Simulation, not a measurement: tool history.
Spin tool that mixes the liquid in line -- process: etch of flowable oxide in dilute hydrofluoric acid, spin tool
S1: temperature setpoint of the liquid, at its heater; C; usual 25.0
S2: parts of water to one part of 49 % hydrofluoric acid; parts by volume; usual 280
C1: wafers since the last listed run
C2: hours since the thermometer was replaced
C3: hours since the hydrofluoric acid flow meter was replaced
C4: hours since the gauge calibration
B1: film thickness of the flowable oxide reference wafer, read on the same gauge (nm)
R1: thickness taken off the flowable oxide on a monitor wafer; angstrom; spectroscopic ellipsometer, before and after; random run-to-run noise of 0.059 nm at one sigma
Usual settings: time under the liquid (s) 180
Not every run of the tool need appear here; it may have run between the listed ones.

run 1 day=0.000 | S1=25.0 S2=280 time_under_the_liquid_(s)=180 | C1=0 C2=1385.5 C3=39.4 C4=378.8 | B1=120.04 | R1=197.8
run 2 day=2.658 | S1=25.0 S2=280 time_under_the_liquid_(s)=180 | C1=636 C2=1449.3 C3=103.2 C4=442.6 | B1=119.99 | R1=196.3
run 3 day=5.571 | S1=25.0 S2=280 time_under_the_liquid_(s)=180 | C1=697 C2=1519.2 C3=173.1 C4=512.5 | B1=120.05 | R1=196.2
run 4 day=7.658 | S1=23.5 S2=280 time_under_the_liquid_(s)=180 | C1=500 C2=1569.3 C3=223.2 C4=562.6 | B1=119.97 | R1=186.6
run 5 day=9.079 | S1=23.5 S2=280 time_under_the_liquid_(s)=180 | C1=340 C2=1603.4 C3=257.3 C4=596.7 | B1=120.03 | R1=187.3
run 6 day=10.875 | S1=23.0 S2=180 time_under_the_liquid_(s)=180 | C1=430 C2=1646.5 C3=300.4 C4=639.8 | B1=120.03 | R1=316.4
run 7 day=12.808 | S1=25.0 S2=280 time_under_the_liquid_(s)=180 | C1=463 C2=1692.9 C3=346.8 C4=686.2 | B1=120.02 | R1=197.7
run 8 day=14.454 | S1=25.0 S2=280 time_under_the_liquid_(s)=180 | C1=394 C2=1732.4 C3=386.3 C4=725.7 | B1=120.03 | R1=197.0
run 9 day=15.579 | S1=25.0 S2=280 time_under_the_liquid_(s)=130 | C1=269 C2=1759.4 C3=413.3 C4=752.7 | B1=119.94 | R1=142.9
run 10 day=18.200 | S1=25.0 S2=280 time_under_the_liquid_(s)=130 | C1=627 C2=1822.3 C3=476.2 C4=815.6 | B1=120.02 | R1=142.8
run 11 day=20.962 | S1=25.0 S2=280 time_under_the_liquid_(s)=180 | C1=661 C2=1888.6 C3=542.5 C4=881.9 | B1=120.04 | R1=197.5
run 12 day=22.225 | S1=25.0 S2=375 time_under_the_liquid_(s)=180 | C1=302 C2=1918.9 C3=572.8 C4=912.2 | B1=120.00 | R1=135.0
run 13 day=23.392 | S1=25.0 S2=375 time_under_the_liquid_(s)=180 | C1=279 C2=1946.9 C3=600.8 C4=940.2 | B1=120.00 | R1=134.8
-- day=24.517 thermometer replaced
run 14 day=24.617 | S1=25.0 S2=375 time_under_the_liquid_(s)=180 | C1=283 C2=2.4 C3=630.2 C4=969.6 | B1=120.04 | R1=130.8
run 15 day=27.312 | S1=22.0 S2=355 time_under_the_liquid_(s)=180 | C1=645 C2=67.1 C3=694.9 C4=1034.3 | B1=120.01 | R1=126.9
-- day=28.258 hydrofluoric acid flow meter replaced
run 16 day=28.850 | S1=25.0 S2=340 time_under_the_liquid_(s)=220 | C1=358 C2=104.0 C3=14.2 C4=1071.2 | B1=120.02 | R1=182.3
run 17 day=29.992 | S1=22.5 S2=225 time_under_the_liquid_(s)=280 | C1=273 C2=131.4 C3=41.6 C4=1098.6 | B1=120.00 | R1=360.2
run 18 day=32.821 | S1=21.5 S2=370 time_under_the_liquid_(s)=245 | C1=677 C2=199.3 C3=109.5 C4=1166.5 | B1=120.01 | R1=161.3
run 19 day=35.188 | S1=25.0 S2=280 time_under_the_liquid_(s)=180 | C1=566 C2=256.1 C3=166.3 C4=1223.3 | B1=119.98 | R1=192.6
run 20 day=36.412 | S1=25.0 S2=325 time_under_the_liquid_(s)=180 | C1=293 C2=285.5 C3=195.7 C4=1252.7 | B1=119.98 | R1=158.5
run 21 day=39.100 | S1=26.5 S2=280 time_under_the_liquid_(s)=180 | C1=643 C2=350.0 C3=260.2 C4=1317.2 | B1=119.97 | R1=203.3
-- day=41.196 gauge calibrated
run 22 day=41.796 | S1=25.0 S2=175 time_under_the_liquid_(s)=125 | C1=645 C2=414.7 C3=324.9 C4=14.4 | B1=119.97 | R1=240.0
run 23 day=44.467 | S1=23.0 S2=280 time_under_the_liquid_(s)=180 | C1=639 C2=478.8 C3=389.0 C4=78.5 | B1=120.03 | R1=179.3
run 24 day=50.712 | S1=25.0 S2=280 time_under_the_liquid_(s)=180 | C1=1496 C2=628.7 C3=538.9 C4=228.4 | B1=120.04 | R1=194.3
run 25 day=53.642 | S1=22.5 S2=280 time_under_the_liquid_(s)=235 | C1=701 C2=699.0 C3=609.2 C4=298.7 | B1=119.95 | R1=232.8
run 26 day=55.096 | S1=27.5 S2=185 time_under_the_liquid_(s)=85 | C1=348 C2=733.9 C3=644.1 C4=333.6 | B1=120.01 | R1=168.2
run 27 day=57.042 | S1=25.0 S2=190 time_under_the_liquid_(s)=180 | C1=466 C2=780.6 C3=690.8 C4=380.3 | B1=119.99 | R1=315.5
run 28 day=58.250 | S1=27.5 S2=355 time_under_the_liquid_(s)=140 | C1=289 C2=809.6 C3=719.8 C4=409.3 | B1=120.02 | R1=120.9
-- day=59.096 hydrofluoric acid flow meter replaced
run 29 day=59.746 | S1=25.0 S2=280 time_under_the_liquid_(s)=180 | C1=348 C2=845.5 C3=15.6 C4=445.2 | B1=120.03 | R1=194.0
run 30 day=60.767 | S1=25.0 S2=280 time_under_the_liquid_(s)=180 | C1=244 C2=870.0 C3=40.1 C4=469.7 | B1=120.02 | R1=195.6

Had the tool no unlogged condition, and each run kept its random variation, what would the results have been?
Hidden state at play: liquid hotter than its thermometer reads (K); hydrofluoric acid flow above the setpoint (%); gauge reads high (%).
run=1 R1=192.8
run=2 R1=191.1
run=3 R1=190.8
run=4 R1=181.2
run=5 R1=181.7
run=6 R1=306.2
run=7 R1=191.7
run=8 R1=190.9
run=9 R1=138.4
run=10 R1=138.1
run=11 R1=190.8
run=12 R1=130.6
run=13 R1=130.4
run=14 R1=130.7
run=15 R1=126.7
run=16 R1=181.9
run=17 R1=359.1
run=18 R1=160.6
run=19 R1=191.6
run=20 R1=157.6
run=21 R1=201.9
run=22 R1=238.0
run=23 R1=177.7
run=24 R1=192.0
run=25 R1=229.7
run=26 R1=165.8
run=27 R1=310.7
run=28 R1=119.2
run=29 R1=191.0
run=30 R1=192.4
